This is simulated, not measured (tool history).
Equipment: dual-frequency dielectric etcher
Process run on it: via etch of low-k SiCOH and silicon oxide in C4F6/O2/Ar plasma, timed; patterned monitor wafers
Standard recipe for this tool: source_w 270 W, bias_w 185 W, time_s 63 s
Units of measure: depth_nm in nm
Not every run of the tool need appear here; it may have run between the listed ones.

run   hour  source_w  bias_w  time_s  wafers since the last listed run  hours since the last wet clean  hours since the last source power generator calibration  hours since the last bias power generator calibration  hours since the last upper electrode change  hours since the gauge calibration  read-back reference wafer on the same gauge, depth_nm  depth_nm
  1      0       270     185      50                                 0                           196.9                                                   3027.8                                                 1291.7                                       3542.4                              213.2                                                  124.1     112.2
  2   70.5       270     185      50                               686                           267.4                                                   3098.3                                                 1362.2                                       3612.9                              283.7                                                    124     112.4
  3    134       310     185      63                               618                           330.9                                                   3161.8                                                 1425.7                                       3676.4                              347.2                                                    124     150.1
  4  172.7       310     185      63                               377                           369.6                                                   3200.5                                                 1464.4                                       3715.1                              385.9                                                  123.9     150.9
     200.4  -- source power generator calibrated
  5  215.8       270     185      49                               380                           412.7                                                     15.4                                                 1507.5                                       3758.2                                429                                                  124.1     110.6
  6  281.3       220     141    81.5                               638                           478.2                                                     80.9                                                   1573                                       3823.7                              494.5                                                  124.1     155.5
  7  346.6       270     185      47                               636                           543.5                                                    146.2                                                 1638.3                                         3889                              559.8                                                  124.1     106.8
  8  378.9       330     206      63                               314                           575.8                                                    178.5                                                 1670.6                                       3921.3                              592.1                                                    124     160.7
       426  -- wet clean of the chamber
  9  426.5       270     153      63                               229                             0.5                                                    226.1                                                 1718.2                                       3968.9                              639.7                                                  124.2     133.9
 10  450.2       310     208    56.5                               230                            24.2                                                    249.8                                                 1741.9                                       3992.6                              663.4                                                  124.1       138
 11  478.4       320     152    71.5                               274                            52.4                                                      278                                                 1770.1                                       4020.8                              691.6                                                  124.1     160.3
 12  525.8       310     185      63                               461                            99.8                                                    325.4                                                 1817.5                                       4068.2                                739                                                    124     148.9
       554  -- upper electrode replaced
 13  579.9       240     185      63                               293                           153.9                                                    379.5                                                 1871.6                                         25.9                              793.1                                                    124       136
       733  -- bias power generator calibrated
 14  742.8       270     153      63                              1548                           316.8                                                    542.4                                                    9.8                                        188.8                                956                                                    124     134.1
 15  778.4       270     185      63                               346                           352.4                                                      578                                                   45.4                                        224.4                              991.6                                                    124     142.8
 16  813.6       270     185      63                               342                           387.6                                                    613.2                                                   80.6                                        259.6                             1026.8                                                  124.1     143.3
 17  873.2       290     216      63                               580                           447.2                                                    672.8                                                  140.2                                        319.2                             1086.4                                                    124     156.1
 18  906.4       310     185      63                               323                           480.4                                                      706                                                  173.4                                        352.4                             1119.6                                                  123.8     151.3
     956.4  -- wet clean of the chamber
 19  956.9       270     185      63                               258                             0.5                                                    756.5                                                  223.9                                        402.9                             1170.1                                                  123.9     139.6

Forecast run 20:
 20  1018.2       220     209      63                               597                            61.8                                                    817.8                                                  285.2                                        464.2                             1231.4                                                      ?         ?

Run 20 measured read-back reference wafer on the same gauge, depth_nm 123.9, depth_nm 136.7 nm.
On a tool with no hidden condition, and with the same random variation, this run would have come out at depth_nm 136.5 nm.
